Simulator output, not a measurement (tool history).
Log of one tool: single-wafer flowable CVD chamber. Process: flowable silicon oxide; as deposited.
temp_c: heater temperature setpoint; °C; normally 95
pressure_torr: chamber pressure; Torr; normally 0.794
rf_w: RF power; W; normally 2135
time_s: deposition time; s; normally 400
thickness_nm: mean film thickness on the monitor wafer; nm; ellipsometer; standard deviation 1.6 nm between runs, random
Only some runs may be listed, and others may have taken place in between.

run	hour	temp_c	pressure_torr	rf_w	time_s	read-back reference wafer on the same gauge, thickness_nm	thickness_nm
1	0	95	0.794	2135	400	306.66	287.522
# hour 5.9: gauge calibrated
2	8.7	95	0.794	2135	400	307.301	286.466
3	25	95	0.794	2135	400	307.332	287.878
4	35.5	95	0.794	2135	400	307.639	285.745
5	42.8	95	0.794	2135	400	307.355	286.171
# hour 54.5: showerhead replaced
# hour 58.8: thermocouple changed; heater temperature recalibrated
6	59.3	95	0.794	2135	400	306.588	284.947
7	59.7	95	0.936	2520	400	307.502	349.344
8	71.6	106	0.794	2500	400	306.578	207.273
9	84	89	0.642	2335	366	306.956	259.272
10	95.6	95	0.794	2135	400	306.804	281.506
11	104.2	95	0.794	2135	400	307.262	283.516
12	119	101	0.794	2135	400	306.808	237.39
# hour 136.2: RF generator calibrated
13	136.7	105	0.794	1850	472	307.03	229.087
14	142.2	104	0.794	2135	439	306.965	232.786

For run 15, what comes out?
15	159.3	95	0.794	2135	400	?	?

{"run 15": {"read-back reference wafer on the same gauge, thickness_nm": 307.274, "thickness_nm": 281.665}}
With the hidden condition absent and the run-to-run variation left alone, this run would have shown thickness_nm 288.019 nm.
